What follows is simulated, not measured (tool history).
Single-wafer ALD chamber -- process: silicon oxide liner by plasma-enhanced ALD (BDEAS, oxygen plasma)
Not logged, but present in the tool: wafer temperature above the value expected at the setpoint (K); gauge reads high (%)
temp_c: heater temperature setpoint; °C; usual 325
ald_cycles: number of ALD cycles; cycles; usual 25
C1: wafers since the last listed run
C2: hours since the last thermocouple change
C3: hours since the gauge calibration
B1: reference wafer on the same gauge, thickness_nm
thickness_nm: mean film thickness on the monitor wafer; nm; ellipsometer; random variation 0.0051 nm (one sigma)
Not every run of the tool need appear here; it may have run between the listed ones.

{"run": 1, "hour": 0.0, "temp_c": 325, "ald_cycles": 25, "C1": 0, "C2": 209.6, "C3": 2400.0, "B1": 2.183, "thickness_nm": 2.089}
{"run": 2, "hour": 55.3, "temp_c": 321, "ald_cycles": 23, "C1": 617, "C2": 264.9, "C3": 2455.3, "B1": 2.182, "thickness_nm": 1.933}
{"run": 3, "hour": 102.8, "temp_c": 325, "ald_cycles": 25, "C1": 530, "C2": 312.4, "C3": 2502.8, "B1": 2.184, "thickness_nm": 2.087}
{"run": 4, "hour": 207.7, "temp_c": 325, "ald_cycles": 25, "C1": 1171, "C2": 417.3, "C3": 2607.7, "B1": 2.183, "thickness_nm": 2.084}
{"run": 5, "hour": 353.2, "temp_c": 325, "ald_cycles": 25, "C1": 1625, "C2": 562.8, "C3": 2753.2, "B1": 2.182, "thickness_nm": 2.083}
{"run": 6, "hour": 397.7, "temp_c": 325, "ald_cycles": 26, "C1": 497, "C2": 607.3, "C3": 2797.7, "B1": 2.183, "thickness_nm": 2.176}
{"run": 7, "hour": 463.5, "temp_c": 325, "ald_cycles": 26, "C1": 734, "C2": 673.1, "C3": 2863.5, "B1": 2.184, "thickness_nm": 2.176}
{"run": 8, "hour": 539.3, "temp_c": 325, "ald_cycles": 26, "C1": 846, "C2": 748.9, "C3": 2939.3, "B1": 2.185, "thickness_nm": 2.173}
{"run": 9, "hour": 627.5, "temp_c": 336, "ald_cycles": 25, "C1": 985, "C2": 837.1, "C3": 3027.5, "B1": 2.183, "thickness_nm": 2.063}
{"run": 10, "hour": 691.1, "temp_c": 336, "ald_cycles": 25, "C1": 710, "C2": 900.7, "C3": 3091.1, "B1": 2.185, "thickness_nm": 2.054}
{"run": 11, "hour": 732.2, "temp_c": 333, "ald_cycles": 25, "C1": 459, "C2": 941.8, "C3": 3132.2, "B1": 2.184, "thickness_nm": 2.07}
{"run": 12, "hour": 790.5, "temp_c": 333, "ald_cycles": 25, "C1": 651, "C2": 1000.1, "C3": 3190.5, "B1": 2.184, "thickness_nm": 2.071}
{"run": 13, "hour": 847.6, "temp_c": 333, "ald_cycles": 25, "C1": 637, "C2": 1057.2, "C3": 3247.6, "B1": 2.183, "thickness_nm": 2.066}
{"run": 14, "hour": 941.5, "temp_c": 325, "ald_cycles": 28, "C1": 1048, "C2": 1151.1, "C3": 3341.5, "B1": 2.185, "thickness_nm": 2.346}
{"run": 15, "hour": 1002.3, "temp_c": 325, "ald_cycles": 28, "C1": 679, "C2": 1211.9, "C3": 3402.3, "B1": 2.183, "thickness_nm": 2.343}
{"hour": 1037.1, "done": "gauge calibrated"}
{"run": 16, "hour": 1089.5, "temp_c": 325, "ald_cycles": 28, "C1": 973, "C2": 1299.1, "C3": 52.4, "B1": 2.139, "thickness_nm": 2.297}
{"run": 17, "hour": 1179.1, "temp_c": 325, "ald_cycles": 25, "C1": 1000, "C2": 1388.7, "C3": 142.0, "B1": 2.142, "thickness_nm": 2.053}
{"run": 18, "hour": 1238.5, "temp_c": 325, "ald_cycles": 25, "C1": 663, "C2": 1448.1, "C3": 201.4, "B1": 2.145, "thickness_nm": 2.054}
{"run": 19, "hour": 1303.6, "temp_c": 325, "ald_cycles": 25, "C1": 727, "C2": 1513.2, "C3": 266.5, "B1": 2.145, "thickness_nm": 2.053}
{"run": 20, "hour": 1352.6, "temp_c": 325, "ald_cycles": 23, "C1": 547, "C2": 1562.2, "C3": 315.5, "B1": 2.148, "thickness_nm": 1.892}
{"run": 21, "hour": 1417.1, "temp_c": 325, "ald_cycles": 23, "C1": 720, "C2": 1626.7, "C3": 380.0, "B1": 2.149, "thickness_nm": 1.893}
{"run": 22, "hour": 1457.0, "temp_c": 325, "ald_cycles": 25, "C1": 445, "C2": 1666.6, "C3": 419.9, "B1": 2.151, "thickness_nm": 2.064}
{"run": 23, "hour": 1556.0, "temp_c": 338, "ald_cycles": 25, "C1": 1105, "C2": 1765.6, "C3": 518.9, "B1": 2.153, "thickness_nm": 2.026}
{"run": 24, "hour": 1655.9, "temp_c": 321, "ald_cycles": 25, "C1": 1115, "C2": 1865.5, "C3": 618.8, "B1": 2.155, "thickness_nm": 2.073}
{"run": 25, "hour": 1736.0, "temp_c": 330, "ald_cycles": 21, "C1": 894, "C2": 1945.6, "C3": 698.9, "B1": 2.157, "thickness_nm": 1.726}
{"hour": 1749.9, "done": "thermocouple changed; heater temperature recalibrated"}
{"run": 26, "hour": 1775.8, "temp_c": 312, "ald_cycles": 23, "C1": 355, "C2": 25.9, "C3": 738.7, "B1": 2.158, "thickness_nm": 1.932}
{"run": 27, "hour": 1821.3, "temp_c": 333, "ald_cycles": 25, "C1": 508, "C2": 71.4, "C3": 784.2, "B1": 2.16, "thickness_nm": 2.043}
{"run": 28, "hour": 1918.5, "temp_c": 318, "ald_cycles": 28, "C1": 1085, "C2": 168.6, "C3": 881.4, "B1": 2.16, "thickness_nm": 2.332}
{"run": 29, "hour": 2005.8, "temp_c": 325, "ald_cycles": 25, "C1": 975, "C2": 255.9, "C3": 968.7, "B1": 2.161, "thickness_nm": 2.064}
{"run": 30, "hour": 2087.1, "temp_c": 325, "ald_cycles": 25, "C1": 908, "C2": 337.2, "C3": 1050.0, "B1": 2.164, "thickness_nm": 2.07}
{"run": 31, "hour": 2189.5, "temp_c": 338, "ald_cycles": 27, "C1": 1143, "C2": 439.6, "C3": 1152.4, "B1": 2.164, "thickness_nm": 2.196}
{"run": 32, "hour": 2245.1, "temp_c": 325, "ald_cycles": 25, "C1": 620, "C2": 495.2, "C3": 1208.0, "B1": 2.164, "thickness_nm": 2.068}
{"run": 33, "hour": 2316.3, "temp_c": 325, "ald_cycles": 25, "C1": 795, "C2": 566.4, "C3": 1279.2, "B1": 2.164, "thickness_nm": 2.078}
{"run": 34, "hour": 2370.5, "temp_c": 337, "ald_cycles": 29, "C1": 605, "C2": 620.6, "C3": 1333.4, "B1": 2.166, "thickness_nm": 2.365}
{"run": 35, "hour": 2471.5, "temp_c": 321, "ald_cycles": 25, "C1": 1128, "C2": 721.6, "C3": 1434.4, "B1": 2.169, "thickness_nm": 2.087}
{"run": 36, "hour": 2518.3, "temp_c": 330, "ald_cycles": 25, "C1": 522, "C2": 768.4, "C3": 1481.2, "B1": 2.168, "thickness_nm": 2.056}
{"run": 37, "hour": 2566.4, "temp_c": 325, "ald_cycles": 25, "C1": 537, "C2": 816.5, "C3": 1529.3, "B1": 2.169, "thickness_nm": 2.075}
{"run": 38, "hour": 2638.5, "temp_c": 325, "ald_cycles": 25, "C1": 805, "C2": 888.6, "C3": 1601.4, "B1": 2.168, "thickness_nm": 2.08}
{"run": 39, "hour": 2714.1, "temp_c": 330, "ald_cycles": 23, "C1": 844, "C2": 964.2, "C3": 1677.0, "B1": 2.17, "thickness_nm": 1.898}
{"run": 40, "hour": 2810.2, "temp_c": 325, "ald_cycles": 25, "C1": 1073, "C2": 1060.3, "C3": 1773.1, "B1": 2.169, "thickness_nm": 2.078}
{"run": 41, "hour": 2872.9, "temp_c": 329, "ald_cycles": 29, "C1": 700, "C2": 1123.0, "C3": 1835.8, "B1": 2.172, "thickness_nm": 2.397}
{"run": 42, "hour": 2917.3, "temp_c": 336, "ald_cycles": 22, "C1": 495, "C2": 1167.4, "C3": 1880.2, "B1": 2.172, "thickness_nm": 1.798}
{"run": 43, "hour": 2986.7, "temp_c": 325, "ald_cycles": 27, "C1": 775, "C2": 1236.8, "C3": 1949.6, "B1": 2.172, "thickness_nm": 2.249}
{"run": 44, "hour": 3033.8, "temp_c": 332, "ald_cycles": 26, "C1": 526, "C2": 1283.9, "C3": 1996.7, "B1": 2.171, "thickness_nm": 2.14}

Table of differences, measured result less the result of that run with no hidden state. Run-to-run variation is the same in both. Gauge scatter possibly is not:
run=1 thickness_nm=+0.031
run=2 thickness_nm=+0.029
run=3 thickness_nm=+0.031
run=4 thickness_nm=+0.031
run=5 thickness_nm=+0.032
run=6 thickness_nm=+0.033
run=7 thickness_nm=+0.034
run=8 thickness_nm=+0.034
run=9 thickness_nm=+0.032
run=10 thickness_nm=+0.032
run=11 thickness_nm=+0.033
run=12 thickness_nm=+0.033
run=13 thickness_nm=+0.032
run=14 thickness_nm=+0.038
run=15 thickness_nm=+0.038
run=16 thickness_nm=-0.011
run=17 thickness_nm=-0.007
run=18 thickness_nm=-0.005
run=19 thickness_nm=-0.003
run=20 thickness_nm=-0.002
run=21 thickness_nm=+0.000
run=22 thickness_nm=+0.000
run=23 thickness_nm=+0.003
run=24 thickness_nm=+0.005
run=25 thickness_nm=+0.005
run=26 thickness_nm=+0.007
run=27 thickness_nm=+0.008
run=28 thickness_nm=+0.011
run=29 thickness_nm=+0.011
run=30 thickness_nm=+0.012
run=31 thickness_nm=+0.014
run=32 thickness_nm=+0.014
run=33 thickness_nm=+0.015
run=34 thickness_nm=+0.018
run=35 thickness_nm=+0.017
run=36 thickness_nm=+0.017
run=37 thickness_nm=+0.017
run=38 thickness_nm=+0.018
run=39 thickness_nm=+0.017
run=40 thickness_nm=+0.020
run=41 thickness_nm=+0.022
run=42 thickness_nm=+0.017
run=43 thickness_nm=+0.022
run=44 thickness_nm=+0.022
